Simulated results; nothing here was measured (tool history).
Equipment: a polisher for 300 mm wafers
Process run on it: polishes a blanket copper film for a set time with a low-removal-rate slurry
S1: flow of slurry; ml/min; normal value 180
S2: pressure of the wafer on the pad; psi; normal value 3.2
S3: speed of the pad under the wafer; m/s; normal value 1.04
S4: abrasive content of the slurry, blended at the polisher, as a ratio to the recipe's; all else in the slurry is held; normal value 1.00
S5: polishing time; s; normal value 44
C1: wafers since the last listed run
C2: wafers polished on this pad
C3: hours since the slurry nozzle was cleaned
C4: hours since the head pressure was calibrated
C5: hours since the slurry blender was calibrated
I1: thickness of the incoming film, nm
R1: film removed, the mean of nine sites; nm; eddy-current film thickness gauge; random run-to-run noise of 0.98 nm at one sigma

| run | hour | S1 | S2 | S3 | S4 | S5 | C1 | C2 | C3 | C4 | C5 | I1 | R1 |
|---|---|---|---|---|---|---|---|---|---|---|---|---|---|
| 1 | 0.0 | 180 | 2.6 | 1.04 | 1.00 | 44 | 0 | 789 | 388.7 | 579.4 | 246.2 | 1042.0 | 106.1 |
|  | 35.3 | worn pad replaced by a new one |
| 2 | 107.5 | 180 | 2.6 | 1.04 | 1.00 | 44 | 1251 | 872 | 496.2 | 686.9 | 353.7 | 1026.9 | 103.9 |
| 3 | 127.4 | 180 | 2.5 | 1.04 | 0.95 | 44 | 240 | 1113 | 516.1 | 706.8 | 373.6 | 1035.9 | 99.9 |
|  | 145.5 | worn pad replaced by a new one |
| 4 | 157.0 | 180 | 3.2 | 1.04 | 1.25 | 55 | 309 | 139 | 545.7 | 736.4 | 403.2 | 1034.1 | 160.9 |
| 5 | 176.2 | 180 | 3.2 | 1.04 | 1.00 | 44 | 232 | 371 | 564.9 | 755.6 | 422.4 | 1046.6 | 123.5 |
|  | 207.4 | slurry nozzle cleaned |
| 6 | 208.9 | 180 | 3.2 | 1.04 | 1.00 | 44 | 383 | 754 | 1.5 | 788.3 | 455.1 | 1023.4 | 129.4 |
| 7 | 238.4 | 180 | 3.2 | 1.04 | 1.00 | 44 | 356 | 1111 | 31.0 | 817.8 | 484.6 | 1026.9 | 128.5 |
| 8 | 256.1 | 180 | 3.2 | 1.04 | 1.00 | 44 | 213 | 1325 | 48.7 | 835.5 | 502.3 | 1058.2 | 126.5 |
|  | 264.4 | worn pad replaced by a new one |
|  | 277.2 | slurry blender recalibrated |
| 9 | 288.6 | 180 | 3.8 | 1.04 | 1.00 | 54 | 320 | 267 | 81.2 | 868.0 | 11.4 | 1043.8 | 197.4 |
| 10 | 305.5 | 180 | 3.2 | 1.04 | 1.15 | 44 | 204 | 472 | 98.1 | 884.9 | 28.3 | 1044.7 | 139.4 |
| 11 | 340.9 | 145 | 3.2 | 1.04 | 1.25 | 44 | 427 | 900 | 133.5 | 920.3 | 63.7 | 1033.5 | 138.2 |
| 12 | 376.0 | 180 | 3.2 | 1.04 | 1.00 | 44 | 424 | 1324 | 168.6 | 955.4 | 98.8 | 1058.8 | 133.5 |
|  | 387.0 | worn pad replaced by a new one |
| 13 | 397.1 | 180 | 3.8 | 1.04 | 1.00 | 54 | 206 | 121 | 189.7 | 976.5 | 119.9 | 1040.9 | 190.2 |
| 14 | 421.5 | 205 | 3.2 | 1.24 | 0.70 | 37 | 294 | 416 | 214.1 | 1000.9 | 144.3 | 1029.5 | 126.6 |
|  | 432.4 | head pressure recalibrated |
| 15 | 437.1 | 180 | 2.2 | 0.92 | 1.00 | 33 | 164 | 581 | 229.7 | 4.7 | 159.9 | 1061.6 | 63.9 |
|  | 518.2 | worn pad replaced by a new one |
| 16 | 529.9 | 180 | 3.2 | 1.04 | 0.75 | 44 | 1073 | 141 | 322.5 | 97.5 | 252.7 | 1051.2 | 123.2 |
| 17 | 554.0 | 150 | 2.7 | 1.30 | 1.10 | 44 | 291 | 432 | 346.6 | 121.6 | 276.8 | 1050.7 | 138.0 |
| 18 | 580.2 | 140 | 3.2 | 1.04 | 1.00 | 44 | 316 | 749 | 372.8 | 147.8 | 303.0 | 1047.9 | 123.4 |

Forecast each of these 4 alternatives for the next run:
| A | 580.6 | 180 | 3.2 | 1.04 | 1.00 | 57 | 4 | 754 | 373.2 | 148.2 | 303.4 | 1023.8 | ? |
| B | 580.6 | 200 | 3.2 | 1.18 | 1.10 | 39 | 4 | 754 | 373.2 | 148.2 | 303.4 | 1023.8 | ? |
| C | 580.6 | 205 | 3.2 | 1.04 | 1.00 | 44 | 4 | 754 | 373.2 | 148.2 | 303.4 | 1023.8 | ? |
| D | 580.6 | 115 | 2.7 | 1.04 | 1.00 | 58 | 4 | 754 | 373.2 | 148.2 | 303.4 | 1023.8 | ? |

| run | R1 |
|---|---|
| A | 165.7 |
| B | 132.6 |
| C | 129.9 |
| D | 137.7 |
Had the tool no hidden state, the same runs would have come out as:
| run | R1 |
|---|---|
| A | 183.0 |
| B | 146.0 |
| C | 142.9 |
| D | 154.0 |
